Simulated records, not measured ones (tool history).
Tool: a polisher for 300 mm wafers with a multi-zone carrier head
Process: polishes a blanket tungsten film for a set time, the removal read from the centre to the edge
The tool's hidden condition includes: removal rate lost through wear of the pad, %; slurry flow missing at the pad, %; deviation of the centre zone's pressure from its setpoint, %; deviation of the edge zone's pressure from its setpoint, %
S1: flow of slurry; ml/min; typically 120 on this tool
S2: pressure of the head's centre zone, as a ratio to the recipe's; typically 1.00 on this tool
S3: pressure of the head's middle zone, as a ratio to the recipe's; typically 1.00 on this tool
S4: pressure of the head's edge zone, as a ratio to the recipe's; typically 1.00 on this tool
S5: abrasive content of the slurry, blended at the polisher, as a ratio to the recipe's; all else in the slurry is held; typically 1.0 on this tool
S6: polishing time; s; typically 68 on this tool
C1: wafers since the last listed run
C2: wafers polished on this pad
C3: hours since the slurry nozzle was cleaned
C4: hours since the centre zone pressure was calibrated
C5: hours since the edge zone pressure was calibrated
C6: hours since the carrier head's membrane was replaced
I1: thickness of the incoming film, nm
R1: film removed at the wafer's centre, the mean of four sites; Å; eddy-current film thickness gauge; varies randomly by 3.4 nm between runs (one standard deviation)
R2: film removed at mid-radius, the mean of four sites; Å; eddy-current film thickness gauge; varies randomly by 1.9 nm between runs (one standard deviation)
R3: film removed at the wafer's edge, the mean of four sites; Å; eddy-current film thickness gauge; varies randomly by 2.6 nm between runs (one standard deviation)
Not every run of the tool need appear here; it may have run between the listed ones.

run    hour   S1    S2    S3    S4   S5  S6   C1    C2     C3     C4      C5     C6     I1    R1    R2    R3
  1     0.0  120  1.00  1.00  1.00  1.0  68    0   900  626.4  331.5  1071.6  219.4  722.8  2168  2136  2168
       16.0  -- slurry nozzle cleaned
       73.7  -- worn pad replaced by a new one
  2    99.7  120  1.00  1.00  1.00  1.0  68  815   223   83.7  431.2  1171.3  319.1  723.3  2308  2221  2264
  3   130.7  120  0.91  1.00  1.04  1.0  68  267   490  114.7  462.2  1202.3  350.1  738.1  2053  2197  2266
  4   162.3  120  0.91  1.00  1.04  1.0  68  272   763  146.3  493.8  1233.9  381.7  736.9  1985  2159  2260
  5   226.0  120  1.00  1.00  1.00  1.1  68  548  1312  210.0  557.5  1297.6  445.4  726.1  2197  2150  2183
      274.2  -- worn pad replaced by a new one
  6   297.5  120  1.00  1.00  1.00  1.1  68  581   200  281.5  629.0  1369.1  516.9  729.7  2286  2290  2304
  7   346.4  120  1.00  1.09  1.00  1.0  68  421   622  330.4  677.9  1418.0  565.8  725.4  2156  2287  2190
  8   385.6  120  1.00  1.09  1.00  1.0  68  337   960  369.6  717.1  1457.2  605.0  740.5  2192  2293  2181
  9   432.2  120  1.00  1.09  1.00  1.0  68  401  1361  416.2  763.7  1503.8  651.6  728.9  2158  2274  2191
      435.1  -- centre zone pressure recalibrated
      451.1  -- worn pad replaced by a new one
      461.5  -- edge zone pressure recalibrated
 10   493.3  120  1.00  1.00  1.00  1.0  68  457   346  477.3   58.2    31.8  712.7  737.6  2272  2202  2209
      524.6  -- slurry nozzle cleaned
 11   555.3  155  0.92  1.00  1.00  1.2  46  525   872   30.7  120.2    93.8  774.7  738.2  1534  1577  1548
 12   590.8  120  0.88  1.00  1.00  1.0  86  305  1177   66.2  155.7   129.3  810.2  738.0  2412  2696  2745
      626.4  -- carrier head's membrane replaced by a new one
 13   628.0  120  0.96  1.00  1.00  1.0  68  277  1455  103.4  192.9   166.5    1.6  722.6  2048  2117  2178
      633.8  -- worn pad replaced by a new one
 14   655.3   90  1.00  1.00  0.90  1.0  85  200   185  130.7  220.2   193.8   28.9  726.5  2609  2647  2562
 15   692.6  145  1.00  1.00  0.88  1.0  89  321   507  168.0  257.5   231.1   66.2  729.0  2974  2869  2758
 16   756.5  135  1.00  1.00  0.90  1.0  68  550  1057  231.9  321.4   295.0  130.1  734.2  2119  2198  2082
 17   796.6  120  1.00  1.00  1.11  1.0  68  345  1403  272.0  361.5   335.1  170.2  734.8  2213  2133  2236
      833.6  -- worn pad replaced by a new one
 18   853.1  120  1.00  1.00  1.00  1.0  68  452   167  328.5  418.0   391.6  226.7  724.3  2244  2225  2233
 19   928.7  120  1.00  0.91  1.00  1.0  68  651   819  404.1  493.6   467.2  302.3  725.3  2199  2064  2208
 20   968.3  120  0.91  1.00  0.92  1.0  90  341  1160  443.7  533.2   506.8  341.9  722.8  2659  2785  2717
     1019.6  -- centre zone pressure recalibrated
 21  1020.1  120  1.00  1.00  1.00  1.0  68  429  1589  495.5    0.5   558.6  393.7  738.2  2170  2122  2151

Alternative continuations, all from the tool just after run 21; predict every row:
  A  1020.5  120  1.09  1.00  1.00  1.0  68   3  1592  495.9  0.9  559.0  394.1  739.1   ?   ?   ?
  B  1020.5  120  1.00  1.00  1.08  1.0  68   3  1592  495.9  0.9  559.0  394.1  739.1   ?   ?   ?
  C  1020.5  100  1.04  1.00  0.90  1.0  80   3  1592  495.9  0.9  559.0  394.1  739.1   ?   ?   ?

run    R1    R2    R3
  A  2277  2129  2134
  B  2088  2130  2216
  C  2451  2416  2330
Without the tool's hidden state the same runs would have given:
run    R1    R2    R3
  A  2441  2282  2287
  B  2238  2283  2376
  C  2627  2589  2497
